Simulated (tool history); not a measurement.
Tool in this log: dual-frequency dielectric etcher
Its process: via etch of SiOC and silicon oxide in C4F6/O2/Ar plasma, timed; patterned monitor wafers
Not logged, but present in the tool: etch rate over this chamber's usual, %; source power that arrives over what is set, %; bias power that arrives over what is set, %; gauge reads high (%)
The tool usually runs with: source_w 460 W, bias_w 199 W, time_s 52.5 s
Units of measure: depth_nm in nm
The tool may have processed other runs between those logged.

run,day,source_w,bias_w,time_s,wafers since the last listed run,hours since the last wet clean,hours since the last source power generator calibration,hours since the last bias power generator calibration,hours since the last upper electrode change,hours since the gauge calibration,"read-back reference wafer on the same gauge, depth_nm",depth_nm
1,0.000,460,199,52.5,0,445.4,23.6,4116.7,4896.7,1186.6,70.5,62.2
2,0.888,460,199,52.5,376,466.7,44.9,4138.0,4918.0,1207.9,70.5,62.3
3,1.554,460,199,52.5,282,482.7,60.9,4154.0,4934.0,1223.9,70.4,62.0
# day 2.888: bias power generator calibrated
4,2.908,460,169,52.5,503,515.2,93.4,0.5,4966.5,1256.4,70.4,59.0
# day 4.633: wet clean of the chamber
5,4.654,460,169,52.5,316,0.5,135.3,42.4,5008.4,1298.3,70.3,58.4
6,4.858,460,169,52.5,86,5.4,140.2,47.3,5013.3,1303.2,70.3,58.6
# day 6.021: gauge calibrated
7,6.133,460,199,52.5,540,36.0,170.8,77.9,5043.9,2.7,73.2,64.7
8,6.742,460,199,52.5,258,50.6,185.4,92.5,5058.5,17.3,73.3,64.6
# day 8.608: upper electrode replaced
9,8.629,460,199,52.5,376,95.9,230.7,137.8,0.5,62.6,73.1,64.7
10,9.333,360,163,66.0,298,112.8,247.6,154.7,17.4,79.5,73.1,68.3
11,10.800,460,199,52.5,622,148.0,282.8,189.9,52.6,114.7,72.9,64.4
12,11.721,550,199,44.0,390,170.1,304.9,212.0,74.7,136.8,72.9,58.2
13,12.475,460,199,37.0,319,188.2,323.0,230.1,92.8,154.9,72.9,45.3
14,13.142,370,157,67.5,282,204.2,339.0,246.1,108.8,170.9,72.9,69.9
15,14.008,500,245,62.0,367,225.0,359.8,266.9,129.6,191.7,72.9,84.1
16,15.842,460,214,52.5,777,269.0,403.8,310.9,173.6,235.7,72.7,65.8
17,17.012,460,199,52.5,496,297.1,431.9,339.0,201.7,263.8,72.6,64.0
18,18.188,530,168,62.0,498,325.3,460.1,367.2,229.9,292.0,72.7,75.7
19,19.104,460,199,52.5,388,347.3,482.1,389.2,251.9,314.0,72.6,63.7
20,20.058,460,199,52.5,404,370.2,505.0,412.1,274.8,336.9,72.4,63.5
21,21.083,460,173,60.0,434,394.8,529.6,436.7,299.4,361.5,72.4,69.9
22,23.254,460,214,63.5,920,446.9,581.7,488.8,351.5,413.6,72.3,78.7
23,24.138,460,150,52.5,374,468.1,602.9,510.0,372.7,434.8,72.3,58.5
24,25.200,460,199,52.5,450,493.6,628.4,535.5,398.2,460.3,72.2,63.9
25,26.496,550,171,63.5,549,524.7,659.5,566.6,429.3,491.4,72.2,79.0
26,27.812,510,199,45.5,558,556.3,691.1,598.2,460.9,523.0,72.1,57.3
# day 30.275: wet clean of the chamber
27,32.262,350,176,61.0,1463,47.7,797.9,705.0,567.7,629.8,71.8,63.0
28,33.721,370,158,43.5,618,82.7,832.9,740.0,602.7,664.8,71.7,44.4
29,34.250,460,199,52.5,224,95.4,845.6,752.7,615.4,677.5,71.7,62.8
30,35.679,580,199,63.0,606,129.7,879.9,787.0,649.7,711.8,71.6,83.6
31,36.333,390,151,52.5,277,145.4,895.6,802.7,665.4,727.5,71.6,53.8

Consider 3 possible next runs. They are alternatives, not a sequence: every one starts from the tool as it was left by run 31. What does each give?
A,36.350,460,199,42.0,7,145.8,896.0,803.1,665.8,727.9,?,?
B,36.350,380,199,68.0,7,145.8,896.0,803.1,665.8,727.9,?,?
C,36.350,460,161,52.5,7,145.8,896.0,803.1,665.8,727.9,?,?

run,"read-back reference wafer on the same gauge, depth_nm",depth_nm
A,71.5,50.3
B,71.5,75.2
C,71.5,58.8
Without the tool's unlogged condition, the same runs would have read:
run,depth_nm
A,51.4
B,76.8
C,60.0
